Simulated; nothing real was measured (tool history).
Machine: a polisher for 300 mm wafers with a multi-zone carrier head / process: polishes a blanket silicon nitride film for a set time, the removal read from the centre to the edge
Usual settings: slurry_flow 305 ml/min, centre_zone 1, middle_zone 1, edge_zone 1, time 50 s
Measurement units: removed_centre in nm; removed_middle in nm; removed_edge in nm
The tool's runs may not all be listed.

| run | hour | slurry_flow | centre_zone | middle_zone | edge_zone | time | incoming thickness of the incoming film, nm | removed_centre | removed_middle | removed_edge |
|---|---|---|---|---|---|---|---|---|---|---|
| 1 | 0 | 305 | 1 | 1 | 1 | 50 | 405.7 | 128.1 | 127.3 | 132 |
| 2 | 27 | 305 | 1 | 1 | 1 | 50 | 406.2 | 126.2 | 124.4 | 130 |
| 3 | 63.2 | 305 | 1 | 1 | 1 | 50 | 404.4 | 124.4 | 125.5 | 130.8 |
|  | 168.7 | worn pad replaced by a new one |
| 4 | 248.5 | 305 | 1 | 1 | 1 | 50 | 409.3 | 124.1 | 122.8 | 130.2 |
|  | 306.3 | centre zone pressure recalibrated |
| 5 | 317.4 | 305 | 1 | 1 | 1 | 50 | 405 | 123.7 | 125.7 | 131.8 |
| 6 | 378.6 | 305 | 1 | 1 | 0.94 | 61 | 404.9 | 148.8 | 151.3 | 152.1 |
| 7 | 403.6 | 305 | 1 | 1 | 1 | 50 | 402.5 | 120 | 122.9 | 127.4 |
|  | 408.6 | carrier head's membrane replaced by a new one |
|  | 427 | edge zone pressure recalibrated |
| 8 | 448.5 | 365 | 1 | 1 | 1 | 50 | 414.4 | 124.6 | 125 | 129 |
| 9 | 486.5 | 200 | 1 | 0.93 | 1 | 68 | 409.6 | 146.1 | 142.4 | 163.4 |
| 10 | 523.7 | 270 | 1 | 0.93 | 1 | 50 | 406 | 115.2 | 106.5 | 121.2 |
|  | 532.3 | worn pad replaced by a new one |
| 11 | 550.2 | 305 | 1 | 0.9 | 1 | 50 | 418 | 116.3 | 108.2 | 125.3 |
| 12 | 602.8 | 305 | 1.06 | 1.1 | 0.97 | 64 | 411.5 | 156.6 | 158.9 | 156.4 |
|  | 633.8 | slurry nozzle cleaned |
| 13 | 669.9 | 305 | 1 | 1 | 1 | 50 | 410.7 | 126.6 | 126.4 | 131.1 |
| 14 | 731.9 | 245 | 0.95 | 1 | 1 | 50 | 411 | 116.2 | 121.6 | 128.2 |
| 15 | 768.7 | 250 | 1 | 0.91 | 1 | 65 | 417.9 | 159.4 | 147.4 | 167.3 |
| 16 | 813.1 | 305 | 1.04 | 0.93 | 1 | 62 | 404.6 | 164.5 | 148.4 | 161.4 |
| 17 | 881 | 305 | 0.95 | 1.04 | 1.05 | 67 | 406.7 | 160.5 | 176.8 | 180.5 |
|  | 929.7 | worn pad replaced by a new one |
| 18 | 944.8 | 305 | 1 | 1 | 1 | 62 | 410.8 | 156.5 | 158.6 | 160.3 |
| 19 | 975.3 | 305 | 1 | 1 | 1.07 | 57 | 412.1 | 143.8 | 143.7 | 154.6 |

Forecast run 20:
| 20 | 1016.2 | 400 | 1 | 1 | 1 | 57 | 408 | ? | ? | ? |

Run 20 yielded removed_centre 147.9 nm, removed_middle 143.8 nm, removed_edge 150.7 nm.
Without the tool's hidden state the same run would have given removed_centre 149.6 nm, removed_middle 145.3 nm, removed_edge 151.9 nm.
